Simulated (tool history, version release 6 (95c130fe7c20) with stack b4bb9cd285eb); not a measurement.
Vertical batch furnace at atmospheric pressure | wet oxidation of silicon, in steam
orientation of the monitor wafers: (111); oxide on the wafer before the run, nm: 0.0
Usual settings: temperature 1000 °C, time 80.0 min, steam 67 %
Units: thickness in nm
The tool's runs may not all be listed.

run,day,temperature,time,steam,wafers since the last listed run,hours since the last temperature calibration,hours since the steam generator was serviced,hours since the gauge calibration,"read-back reference wafer on the same gauge, thickness",thickness
1,0.000,1000,80.0,67,0,2867.9,1374.5,1666.5,478.16,418.36
2,4.492,1000,72.0,67,958,2975.7,1482.3,1774.3,477.99,386.99
3,8.767,1000,80.0,67,912,3078.3,1584.9,1876.9,477.91,417.50
4,13.088,1000,80.0,67,922,3182.0,1688.6,1980.6,477.95,415.06
5,15.079,1000,80.0,67,425,3229.8,1736.4,2028.4,477.18,413.52
6,19.362,1000,80.0,67,914,3332.6,1839.2,2131.2,477.65,414.53
7,21.296,1000,80.0,67,412,3379.0,1885.6,2177.6,477.91,412.72
# day 23.388: gauge calibrated
8,24.762,1000,80.0,67,739,3462.2,1968.8,33.0,478.37,410.86
9,27.912,1000,80.0,67,672,3537.8,2044.4,108.6,478.18,410.07
# day 31.000: steam generator serviced
10,37.300,1000,80.0,67,1790,3763.1,151.2,333.9,477.88,427.86
11,40.062,1000,80.0,67,589,3829.4,217.5,400.2,477.93,423.39
12,42.954,1000,80.0,67,617,3898.8,286.9,469.6,478.25,424.53
# day 45.754: thermocouples replaced and temperature profile calibrated
13,45.775,1000,80.0,67,388,0.5,354.6,537.3,478.12,424.05
14,49.583,1015,80.0,77,812,91.9,446.0,628.7,478.14,498.86
15,53.733,1025,104.5,75,885,191.5,545.6,728.3,478.03,605.28
16,56.954,989,93.5,58,687,268.8,622.9,805.6,477.55,398.69
17,60.221,1000,80.0,67,697,347.2,701.3,884.0,478.29,420.13
18,62.883,1000,80.0,67,568,411.1,765.2,947.9,477.61,419.51
19,66.021,1000,112.5,67,669,486.4,840.5,1023.2,478.27,517.48
20,69.246,1014,64.5,63,688,563.8,917.9,1100.6,478.36,381.41
21,72.471,1000,106.0,72,688,641.2,995.3,1178.0,478.15,522.32
22,76.504,985,43.0,57,860,738.0,1092.1,1274.8,478.23,226.23

What the log doesn't show, run by run:
true tube temperature minus thermocouple reading, K: 0 in every run
gauge reads high (%): 0 in every run
H1: steam share off its setpoint, % of the setpoint
run,H1
1,-3.64
2,-3.91
3,-4.15
4,-4.4
5,-4.52
6,-4.77
7,-4.88
8,-5.08
9,-5.26
10,-0.388
11,-0.549
12,-0.717
13,-0.88
14,-1.1
15,-1.34
16,-1.53
17,-1.72
18,-1.87
19,-2.06
20,-2.24
21,-2.43
22,-2.66
